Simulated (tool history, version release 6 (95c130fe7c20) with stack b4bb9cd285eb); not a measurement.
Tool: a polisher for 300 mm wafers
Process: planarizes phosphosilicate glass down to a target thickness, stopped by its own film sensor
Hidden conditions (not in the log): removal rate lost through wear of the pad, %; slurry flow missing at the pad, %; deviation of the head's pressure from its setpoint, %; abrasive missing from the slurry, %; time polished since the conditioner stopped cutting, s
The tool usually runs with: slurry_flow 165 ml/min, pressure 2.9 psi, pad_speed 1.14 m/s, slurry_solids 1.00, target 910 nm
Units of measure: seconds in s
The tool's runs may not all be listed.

run	day	slurry_flow	pressure	pad_speed	slurry_solids	target	wafers since the last listed run	wafers polished on this pad	hours since the slurry nozzle was cleaned	hours since the head pressure was calibrated	hours since the slurry blender was calibrated	hours since the conditioning disc was replaced	incoming thickness of the incoming film, nm	seconds
1	0.000	165	2.9	1.14	1.00	910	0	1189	395.4	315.7	107.4	84.0	1625.0	87.3
# day 0.271: worn pad replaced by a new one
2	0.612	165	2.9	1.14	1.00	910	131	100	410.1	330.4	122.1	98.7	1579.7	77.2
3	1.438	165	2.9	1.14	1.00	910	242	343	429.9	350.2	141.9	118.5	1610.7	84.4
4	2.000	120	2.5	1.14	1.00	910	165	508	443.4	363.7	155.4	132.0	1610.4	102.7
5	2.475	120	2.5	1.14	1.00	910	139	648	454.8	375.1	166.8	143.4	1605.9	99.1
6	3.017	120	2.5	1.14	1.00	910	159	807	467.8	388.1	179.8	156.4	1575.8	98.2
# day 3.400: head pressure recalibrated
7	3.421	165	2.9	1.30	1.00	1045	94	901	477.5	0.5	189.5	166.1	1578.0	60.0
8	3.633	165	2.9	1.30	1.00	1045	62	964	482.6	5.6	194.6	171.2	1599.1	62.4
# day 4.233: slurry blender recalibrated
9	4.267	165	2.9	1.30	1.00	1045	161	1125	497.8	20.8	0.8	186.4	1635.6	66.1
10	4.854	165	3.8	1.14	0.85	910	172	1298	511.9	34.9	14.9	200.5	1607.2	73.5
# day 5.296: conditioning disc replaced and pad reconditioned
# day 5.567: worn pad replaced by a new one, of another model than before
11	6.371	165	2.9	1.30	1.00	1045	372	236	548.3	71.3	51.3	25.8	1608.5	61.4
12	7.083	165	3.3	1.14	1.25	910	209	445	565.4	88.4	68.4	42.9	1604.1	68.7
# day 7.738: slurry nozzle cleaned
13	8.188	190	2.9	1.14	1.00	910	312	757	10.8	114.9	94.9	69.4	1606.1	82.5
14	8.496	220	2.9	1.42	1.10	776	90	848	18.2	122.3	102.3	76.8	1602.9	81.3
15	9.117	165	2.9	1.34	1.00	1103	182	1031	33.1	137.2	117.2	91.7	1587.6	54.4
16	9.454	165	2.9	1.14	1.00	910	99	1130	41.2	145.3	125.3	99.8	1584.8	83.4
# day 9.825: worn pad replaced by a new one
17	9.846	165	2.9	1.14	1.00	910	66	5	50.6	154.7	134.7	109.2	1593.9	78.8
18	10.433	165	2.9	1.14	1.00	910	172	178	64.7	168.8	148.8	123.3	1611.8	82.1
19	11.071	120	2.5	1.14	1.00	910	187	365	80.0	184.1	164.1	138.6	1599.5	97.2
20	12.196	165	2.9	0.98	1.00	910	330	696	107.0	211.1	191.1	165.6	1569.0	88.1
21	12.617	145	2.1	0.78	1.00	1068	123	820	117.1	221.2	201.2	175.7	1589.4	98.5
# day 12.796: conditioning disc replaced and pad reconditioned
22	13.092	130	3.3	1.14	0.80	757	115	935	128.5	232.6	212.6	7.1	1594.6	110.0
23	13.483	165	2.9	1.14	1.00	910	115	1050	137.9	242.0	222.0	16.5	1588.4	86.9
# day 13.775: worn pad replaced by a new one
24	13.950	165	2.2	0.92	1.15	910	88	51	149.1	253.2	233.2	27.7	1615.7	103.5

5 options for the next run, each taken on its own from the tool as it stands now. Forecast them:
A	13.967	165	2.9	1.14	0.90	910	4	56	149.5	253.6	233.6	28.1	1585.0	?
B	13.967	165	2.9	0.88	1.00	910	4	56	149.5	253.6	233.6	28.1	1585.0	?
C	13.967	220	2.9	1.14	1.00	910	4	56	149.5	253.6	233.6	28.1	1585.0	?
D	13.967	165	2.2	1.48	1.00	910	4	56	149.5	253.6	233.6	28.1	1585.0	?
E	13.967	165	2.0	1.14	1.15	802	4	56	149.5	253.6	233.6	28.1	1585.0	?

run	seconds
A	85.2
B	94.2
C	77.3
D	79.7
E	107.4
Without the tool's hidden state the same runs would have given:
run	seconds
A	84.5
B	93.4
C	76.7
D	79.0
E	106.5
